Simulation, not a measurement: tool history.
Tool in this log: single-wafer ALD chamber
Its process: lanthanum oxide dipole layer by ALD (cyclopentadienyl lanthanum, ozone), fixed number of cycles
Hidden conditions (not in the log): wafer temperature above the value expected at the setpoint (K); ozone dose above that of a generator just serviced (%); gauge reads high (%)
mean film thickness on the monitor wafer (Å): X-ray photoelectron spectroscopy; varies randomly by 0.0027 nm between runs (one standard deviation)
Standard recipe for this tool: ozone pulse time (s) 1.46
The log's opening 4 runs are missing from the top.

| run | hour | ozone pulse time (s) | wafers since the last listed run | hours since the last thermocouple change | hours since the last ozone generator service | hours since the showerhead was replaced | hours since the gauge calibration | read-back reference wafer on the same gauge, thickness_nm | mean film thickness on the monitor wafer (Å) |
|---|---|---|---|---|---|---|---|---|---|
| 5 | 79.3 | 1.01 | 166 | 1062.5 | 1563.9 | 2518.4 | 350.7 | 0.643 | 5.39 |
| 6 | 112.6 | 1.01 | 293 | 1095.8 | 1597.2 | 2551.7 | 384.0 | 0.641 | 5.38 |
| 7 | 141.8 | 1.46 | 257 | 1125.0 | 1626.4 | 2580.9 | 413.2 | 0.640 | 6.01 |
| 8 | 161.2 | 1.46 | 171 | 1144.4 | 1645.8 | 2600.3 | 432.6 | 0.639 | 5.99 |
| 9 | 183.6 | 1.46 | 197 | 1166.8 | 1668.2 | 2622.7 | 455.0 | 0.639 | 5.94 |
| 10 | 212.9 | 1.46 | 258 | 1196.1 | 1697.5 | 2652.0 | 484.3 | 0.638 | 5.95 |
| 11 | 229.8 | 1.75 | 148 | 1213.0 | 1714.4 | 2668.9 | 501.2 | 0.637 | 6.11 |
| 12 | 253.4 | 1.75 | 208 | 1236.6 | 1738.0 | 2692.5 | 524.8 | 0.636 | 6.09 |
| 13 | 272.9 | 1.75 | 171 | 1256.1 | 1757.5 | 2712.0 | 544.3 | 0.636 | 6.18 |
| 14 | 305.8 | 1.46 | 290 | 1289.0 | 1790.4 | 2744.9 | 577.2 | 0.635 | 5.97 |
| 15 | 327.2 | 1.46 | 188 | 1310.4 | 1811.8 | 2766.3 | 598.6 | 0.634 | 5.95 |
|  | 351.3 | ozone generator serviced |
| 16 | 356.3 | 1.05 | 186 | 1339.5 | 5.0 | 2795.4 | 627.7 | 0.632 | 5.35 |
| 17 | 370.6 | 1.01 | 126 | 1353.8 | 19.3 | 2809.7 | 642.0 | 0.631 | 5.29 |
| 18 | 400.6 | 0.96 | 264 | 1383.8 | 49.3 | 2839.7 | 672.0 | 0.630 | 5.15 |
| 19 | 414.6 | 1.65 | 123 | 1397.8 | 63.3 | 2853.7 | 686.0 | 0.629 | 6.03 |
|  | 424.9 | thermocouple changed; heater temperature recalibrated |
| 20 | 449.2 | 2.00 | 234 | 24.3 | 97.9 | 2888.3 | 720.6 | 0.627 | 6.15 |
|  | 453.6 | gauge calibrated |
| 21 | 478.5 | 1.67 | 258 | 53.6 | 127.2 | 2917.6 | 24.9 | 0.648 | 6.22 |
| 22 | 504.8 | 1.05 | 231 | 79.9 | 153.5 | 2943.9 | 51.2 | 0.649 | 5.53 |
| 23 | 537.9 | 1.78 | 291 | 113.0 | 186.6 | 2977.0 | 84.3 | 0.648 | 6.24 |
| 24 | 583.6 | 1.46 | 402 | 158.7 | 232.3 | 3022.7 | 130.0 | 0.647 | 6.08 |
| 25 | 597.4 | 1.74 | 121 | 172.5 | 246.1 | 3036.5 | 143.8 | 0.648 | 6.27 |
| 26 | 625.0 | 1.46 | 243 | 200.1 | 273.7 | 3064.1 | 171.4 | 0.647 | 6.06 |
| 27 | 653.3 | 1.46 | 249 | 228.4 | 302.0 | 3092.4 | 199.7 | 0.648 | 6.04 |

Predict the results of run 28:
|  | 677.8 | showerhead replaced |
| 28 | 678.3 | 1.14 | 149 | 253.4 | 327.0 | 0.5 | 224.7 | ? | ? |

{"run 28": {"read-back reference wafer on the same gauge, thickness_nm": 0.647, "mean film thickness on the monitor wafer (Å)": 5.69}}
With the hidden condition absent and the run-to-run variation left alone, this run would have shown mean film thickness on the monitor wafer (Å) 5.72.
